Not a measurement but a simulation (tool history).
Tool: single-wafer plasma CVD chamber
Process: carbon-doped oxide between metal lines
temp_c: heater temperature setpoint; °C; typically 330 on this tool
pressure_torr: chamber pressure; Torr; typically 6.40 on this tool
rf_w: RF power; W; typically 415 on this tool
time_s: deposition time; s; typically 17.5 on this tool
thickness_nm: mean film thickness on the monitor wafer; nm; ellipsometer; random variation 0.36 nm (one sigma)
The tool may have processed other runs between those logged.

run,hour,temp_c,pressure_torr,rf_w,time_s,"read-back reference wafer on the same gauge, thickness_nm",thickness_nm
1,0.0,330,6.40,415,17.5,70.997,81.538
2,48.7,330,6.40,415,17.5,70.936,81.546
3,152.7,330,6.40,415,17.5,70.958,81.027
4,212.7,336,6.40,415,17.5,70.828,79.815
5,299.7,336,6.40,415,17.5,70.781,79.212
6,363.2,322,6.40,475,17.5,70.808,94.071
7,447.2,330,6.40,415,18.8,70.666,86.333
8,514.1,330,6.40,415,18.8,70.605,86.643
# hour 624.7: thermocouple changed; heater temperature recalibrated
9,625.2,330,6.40,415,18.8,70.479,86.410
10,697.8,330,6.40,415,17.5,70.403,80.954
11,773.4,330,5.23,415,17.5,70.231,76.785
# hour 806.5: capacitance manometer re-zeroed and calibrated
12,840.5,330,6.82,375,17.5,70.276,73.173
13,879.8,330,7.94,450,14.3,70.181,72.624
# hour 921.9: showerhead replaced
14,1070.6,343,6.40,460,17.5,70.035,85.215
15,1140.6,330,6.40,415,16.2,69.888,74.866
16,1200.2,330,5.23,485,17.5,69.922,87.985
17,1252.3,344,6.40,415,17.5,69.819,76.435
# hour 1290.3: gauge calibrated
# hour 1306.2: RF generator calibrated
18,1329.3,342,6.40,460,17.5,72.384,88.023
19,1434.5,330,6.40,365,18.5,72.225,77.233
20,1510.7,330,6.40,450,14.3,72.292,73.108
21,1570.7,330,6.40,415,17.5,72.326,82.855
22,1626.2,340,6.40,415,18.6,72.355,85.336
# hour 1703.7: capacitance manometer re-zeroed and calibrated
23,1718.7,330,7.04,415,19.8,72.432,94.628
24,1809.9,330,6.83,375,17.5,72.292,75.171
25,1898.3,339,6.40,440,20.0,72.227,97.555
26,1980.3,330,5.87,415,17.5,72.295,81.506
27,2049.3,330,6.40,415,17.5,72.143,82.067

What will run 28 give?
28,2130.2,330,6.40,415,17.5,?,?

Run 28 produced read-back reference wafer on the same gauge, thickness_nm 72.227, thickness_nm 82.377 nm.
With the hidden condition absent and the run-to-run variation left alone, this run would have shown thickness_nm 82.508 nm.

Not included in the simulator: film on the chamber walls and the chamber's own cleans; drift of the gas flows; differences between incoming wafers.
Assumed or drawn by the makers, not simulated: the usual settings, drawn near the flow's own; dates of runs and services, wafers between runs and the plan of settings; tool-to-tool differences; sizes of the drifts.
